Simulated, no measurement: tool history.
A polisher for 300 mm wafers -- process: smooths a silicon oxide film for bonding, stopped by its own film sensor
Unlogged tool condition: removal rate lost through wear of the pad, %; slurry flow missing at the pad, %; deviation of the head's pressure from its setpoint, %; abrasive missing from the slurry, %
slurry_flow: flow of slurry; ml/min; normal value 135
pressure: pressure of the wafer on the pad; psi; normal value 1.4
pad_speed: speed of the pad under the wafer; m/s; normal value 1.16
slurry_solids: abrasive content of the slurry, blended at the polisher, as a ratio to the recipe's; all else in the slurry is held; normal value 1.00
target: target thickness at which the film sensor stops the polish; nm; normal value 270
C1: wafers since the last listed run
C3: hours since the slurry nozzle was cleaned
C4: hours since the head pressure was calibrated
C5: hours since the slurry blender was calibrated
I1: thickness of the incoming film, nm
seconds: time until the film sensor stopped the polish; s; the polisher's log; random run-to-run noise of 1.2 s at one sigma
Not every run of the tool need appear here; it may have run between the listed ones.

Run 1, hour 0.0: usual settings; C1 0; wafers polished on this pad 2527; C3 220.6; C4 1562.3; C5 404.6; I1 309.8. Result: seconds 76.8 s.
At hour 8.0: head pressure recalibrated.
Run 2, hour 41.0: usual settings; C1 368; wafers polished on this pad 2896; C3 261.6; C4 33.0; C5 445.6; I1 308.1. Result: seconds 74.0 s.
At hour 81.7: slurry blender recalibrated.
Run 3, hour 88.1: usual settings; C1 426; wafers polished on this pad 3322; C3 308.7; C4 80.1; C5 6.4; I1 305.0. Result: seconds 68.0 s.
Run 4, hour 126.3: usual settings but pressure 1.1 psi; C1 361; wafers polished on this pad 3684; C3 346.9; C4 118.3; C5 44.6; I1 308.9. Result: seconds 98.0 s.
At hour 137.2: worn pad replaced by a new one.
Run 5, hour 184.1: usual settings but pressure 1.1 psi; C1 508; wafers polished on this pad 443; C3 404.7; C4 176.1; C5 102.4; I1 304.7. Result: seconds 90.0 s.
Run 6, hour 229.2: usual settings; C1 426; wafers polished on this pad 870; C3 449.8; C4 221.2; C5 147.5; I1 309.4. Result: seconds 79.3 s.
Run 7, hour 296.0: usual settings; C1 631; wafers polished on this pad 1502; C3 516.6; C4 288.0; C5 214.3; I1 310.0. Result: seconds 84.9 s.
At hour 316.8: slurry nozzle cleaned.
Run 8, hour 342.7: usual settings; C1 432; wafers polished on this pad 1934; C3 25.9; C4 334.7; C5 261.0; I1 308.2. Result: seconds 72.4 s.
Run 9, hour 400.5: usual settings; C1 546; wafers polished on this pad 2481; C3 83.7; C4 392.5; C5 318.8; I1 310.8. Result: seconds 78.8 s.
At hour 504.2: slurry blender recalibrated.
Run 10, hour 504.7: usual settings; C1 966; wafers polished on this pad 3448; C3 187.9; C4 496.7; C5 0.5; I1 310.7. Result: seconds 78.1 s.
Run 11, hour 557.4: usual settings but slurry_solids 1.25; C1 498; wafers polished on this pad 3946; C3 240.6; C4 549.4; C5 53.2; I1 307.6. Result: seconds 65.8 s.
At hour 664.4: worn pad replaced by a new one.
Run 12, hour 664.9: usual settings; C1 979; wafers polished on this pad 4; C3 348.1; C4 656.9; C5 160.7; I1 310.3. Result: seconds 81.4 s.
Run 13, hour 719.1: usual settings; C1 512; wafers polished on this pad 517; C3 402.3; C4 711.1; C5 214.9; I1 309.3. Result: seconds 76.6 s.
Run 14, hour 789.9: usual settings but target 258 nm; C1 669; wafers polished on this pad 1187; C3 473.1; C4 781.9; C5 285.7; I1 308.9. Result: seconds 105.7 s.
Run 15, hour 845.0: usual settings; C1 521; wafers polished on this pad 1708; C3 528.2; C4 837.0; C5 340.8; I1 305.5. Result: seconds 74.5 s.
At hour 854.2: slurry nozzle cleaned.
Run 16, hour 906.1: usual settings; C1 568; wafers polished on this pad 2277; C3 51.9; C4 898.1; C5 401.9; I1 309.5. Result: seconds 75.8 s.
At hour 922.5: slurry blender recalibrated.
Run 17, hour 994.0: usual settings but pad_speed 0.82 m/s, target 275 nm; C1 812; wafers polished on this pad 3089; C3 139.8; C4 986.0; C5 71.5; I1 307.7. Result: seconds 81.6 s.
Run 18, hour 1041.6: usual settings but target 274 nm; C1 450; wafers polished on this pad 3540; C3 187.4; C4 1033.6; C5 119.1; I1 313.0. Result: seconds 74.8 s.
Run 19, hour 1078.3: usual settings but slurry_flow 160 ml/min, slurry_solids 0.80; C1 347; wafers polished on this pad 3887; C3 224.1; C4 1070.3; C5 155.8; I1 309.7. Result: seconds 83.8 s.
Run 20, hour 1126.7: usual settings; C1 457; wafers polished on this pad 4345; C3 272.5; C4 1118.7; C5 204.2; I1 310.9. Result: seconds 80.2 s.
At hour 1184.4: worn pad replaced by a new one.
Run 21, hour 1205.8: usual settings but slurry_flow 100 ml/min, target 258 nm; C1 710; wafers polished on this pad 202; C3 351.6; C4 1197.8; C5 283.3; I1 310.5. Result: seconds 111.1 s.
Run 22, hour 1257.6: usual settings but pressure 1.8 psi, target 281 nm; C1 490; wafers polished on this pad 692; C3 403.4; C4 1249.6; C5 335.1; I1 308.4. Result: seconds 42.7 s.
At hour 1264.6: head pressure recalibrated.
Run 23, hour 1360.2: usual settings; C1 951; wafers polished on this pad 1644; C3 506.0; C4 95.6; C5 437.7; I1 312.7. Result: seconds 88.2 s.
At hour 1382.1: slurry nozzle cleaned.
At hour 1434.8: slurry blender recalibrated.
Run 24, hour 1465.4: usual settings; C1 966; wafers polished on this pad 2611; C3 83.3; C4 200.8; C5 30.6; I1 313.7. Result: seconds 81.4 s.
Run 25, hour 1556.3: usual settings but pressure 1.6 psi; C1 859; wafers polished on this pad 3471; C3 174.2; C4 291.7; C5 121.5; I1 313.3. Result: seconds 72.7 s.
Run 26, hour 1595.8: usual settings but pressure 1.0 psi, target 283 nm; C1 373; wafers polished on this pad 3844; C3 213.7; C4 331.2; C5 161.0; I1 310.5. Result: seconds 72.5 s.
Run 27, hour 1634.6: usual settings but slurry_flow 90 ml/min, pad_speed 1.32 m/s, target 280 nm; C1 367; wafers polished on this pad 4211; C3 252.5; C4 370.0; C5 199.8; I1 314.4. Result: seconds 62.3 s.
At hour 1649.3: worn pad replaced by a new one.
Run 28, hour 1711.8: usual settings but slurry_flow 110 ml/min, pad_speed 0.92 m/s, target 262 nm; C1 692; wafers polished on this pad 591; C3 329.7; C4 447.2; C5 277.0; I1 310.9. Result: seconds 117.3 s.
Run 29, hour 1770.1: usual settings; C1 551; wafers polished on this pad 1143; C3 388.0; C4 505.5; C5 335.3; I1 310.8. Result: seconds 82.4 s.

Alternative continuations, all from the tool just after run 29; predict every row:
Run A, hour 1770.5: usual settings but target 280 nm; C1 3; wafers polished on this pad 1146; C3 388.4; C4 505.9; C5 335.7; I1 312.1. Result: seconds ?.
Run B, hour 1770.5: usual settings but slurry_flow 155 ml/min, pressure 1.1 psi, target 278 nm; C1 3; wafers polished on this pad 1146; C3 388.4; C4 505.9; C5 335.7; I1 312.1. Result: seconds ?.
Run C, hour 1770.5: usual settings but pad_speed 1.30 m/s, target 279 nm; C1 3; wafers polished on this pad 1146; C3 388.4; C4 505.9; C5 335.7; I1 312.1. Result: seconds ?.
Run D, hour 1770.5: usual settings but slurry_flow 120 ml/min; C1 3; wafers polished on this pad 1146; C3 388.4; C4 505.9; C5 335.7; I1 312.1. Result: seconds ?.
Run E, hour 1770.5: usual settings but slurry_flow 150 ml/min; C1 3; wafers polished on this pad 1146; C3 388.4; C4 505.9; C5 335.7; I1 312.1. Result: seconds ?.

run  seconds
  A     66.3
  B     87.7
  C     62.4
  D     88.7
  E     85.6
With no hidden state in the tool, these same runs would have given:
run  seconds
  A     63.5
  B     84.3
  C     59.7
  D     84.6
  E     82.1
